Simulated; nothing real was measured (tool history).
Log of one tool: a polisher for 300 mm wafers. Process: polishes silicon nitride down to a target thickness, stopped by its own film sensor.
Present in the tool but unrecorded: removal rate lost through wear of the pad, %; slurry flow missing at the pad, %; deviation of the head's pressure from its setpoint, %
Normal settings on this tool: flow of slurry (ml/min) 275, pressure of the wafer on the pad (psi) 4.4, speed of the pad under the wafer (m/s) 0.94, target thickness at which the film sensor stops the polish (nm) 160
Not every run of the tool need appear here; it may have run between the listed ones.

| run | hour | flow of slurry (ml/min) | pressure of the wafer on the pad (psi) | speed of the pad under the wafer (m/s) | target thickness at which the film sensor stops the polish (nm) | wafers since the last listed run | wafers polished on this pad | hours since the slurry nozzle was cleaned | hours since the head pressure was calibrated | incoming thickness of the incoming film, nm | time until the film sensor stopped the polish (s) |
|---|---|---|---|---|---|---|---|---|---|---|---|
| 1 | 0.0 | 275 | 4.4 | 0.94 | 194 | 0 | 1825 | 327.8 | 644.7 | 290.3 | 40.5 |
| 2 | 37.0 | 275 | 4.4 | 0.86 | 160 | 562 | 2387 | 364.8 | 681.7 | 288.1 | 58.5 |
|  | 44.2 | worn pad replaced by a new one |
| 3 | 108.7 | 275 | 4.4 | 0.94 | 160 | 1028 | 979 | 436.5 | 753.4 | 295.2 | 53.2 |
| 4 | 168.9 | 275 | 3.5 | 1.12 | 160 | 914 | 1894 | 496.7 | 813.6 | 292.0 | 57.7 |
| 5 | 219.0 | 275 | 4.4 | 0.94 | 160 | 760 | 2655 | 546.8 | 863.7 | 286.9 | 56.7 |
|  | 226.9 | worn pad replaced by a new one |
| 6 | 252.8 | 275 | 4.4 | 0.94 | 160 | 452 | 393 | 580.6 | 897.5 | 285.0 | 48.9 |
| 7 | 311.4 | 275 | 4.4 | 0.94 | 160 | 890 | 1283 | 639.2 | 956.1 | 291.8 | 52.6 |
| 8 | 349.1 | 235 | 4.4 | 0.94 | 160 | 572 | 1856 | 676.9 | 993.8 | 289.5 | 54.7 |
| 9 | 380.9 | 275 | 4.4 | 0.94 | 160 | 483 | 2339 | 708.7 | 1025.6 | 284.1 | 53.4 |
|  | 398.2 | worn pad replaced by a new one |
| 10 | 407.0 | 275 | 4.4 | 0.94 | 160 | 335 | 133 | 734.8 | 1051.7 | 292.1 | 51.5 |
| 11 | 477.4 | 275 | 4.4 | 0.94 | 160 | 1069 | 1202 | 805.2 | 1122.1 | 289.7 | 52.3 |
| 12 | 511.5 | 230 | 4.4 | 1.26 | 160 | 517 | 1720 | 839.3 | 1156.2 | 292.3 | 48.0 |
|  | 529.5 | head pressure recalibrated |
| 13 | 573.1 | 275 | 4.4 | 0.82 | 179 | 905 | 2626 | 900.9 | 43.6 | 286.2 | 51.2 |
|  | 590.5 | worn pad replaced by a new one |
| 14 | 621.2 | 275 | 4.4 | 0.94 | 160 | 669 | 466 | 949.0 | 91.7 | 289.9 | 52.6 |
|  | 650.1 | slurry nozzle cleaned |
| 15 | 676.5 | 275 | 5.7 | 0.94 | 160 | 824 | 1291 | 26.4 | 147.0 | 289.2 | 45.6 |
| 16 | 708.6 | 215 | 3.9 | 0.94 | 160 | 487 | 1778 | 58.5 | 179.1 | 290.1 | 60.2 |
|  | 741.5 | worn pad replaced by a new one |
| 17 | 768.8 | 345 | 4.4 | 0.94 | 160 | 853 | 414 | 118.7 | 239.3 | 294.2 | 53.0 |
| 18 | 821.8 | 275 | 4.4 | 0.78 | 133 | 805 | 1219 | 171.7 | 292.3 | 287.1 | 66.6 |
| 19 | 884.6 | 330 | 4.4 | 1.20 | 160 | 953 | 2173 | 234.5 | 355.1 | 287.0 | 48.4 |

State the hidden condition of the tool at each of the runs:
slurry flow missing at the pad, %: 0 in every run
deviation of the head's pressure from its setpoint, %: 0 in every run
H1: removal rate lost through wear of the pad, %
| run | H1 |
|---|---|
| 1 | 6.71 |
| 2 | 10.6 |
| 3 | 2.01 |
| 4 | 6.37 |
| 5 | 12.1 |
| 6 | 0.871 |
| 7 | 3.35 |
| 8 | 6.34 |
| 9 | 9.71 |
| 10 | 0.134 |
| 11 | 2.51 |
| 12 | 5.03 |
| 13 | 11.8 |
| 14 | 2.1 |
| 15 | 4.57 |
| 16 | 7.08 |
| 17 | 0.288 |
| 18 | 2.47 |
| 19 | 7.85 |

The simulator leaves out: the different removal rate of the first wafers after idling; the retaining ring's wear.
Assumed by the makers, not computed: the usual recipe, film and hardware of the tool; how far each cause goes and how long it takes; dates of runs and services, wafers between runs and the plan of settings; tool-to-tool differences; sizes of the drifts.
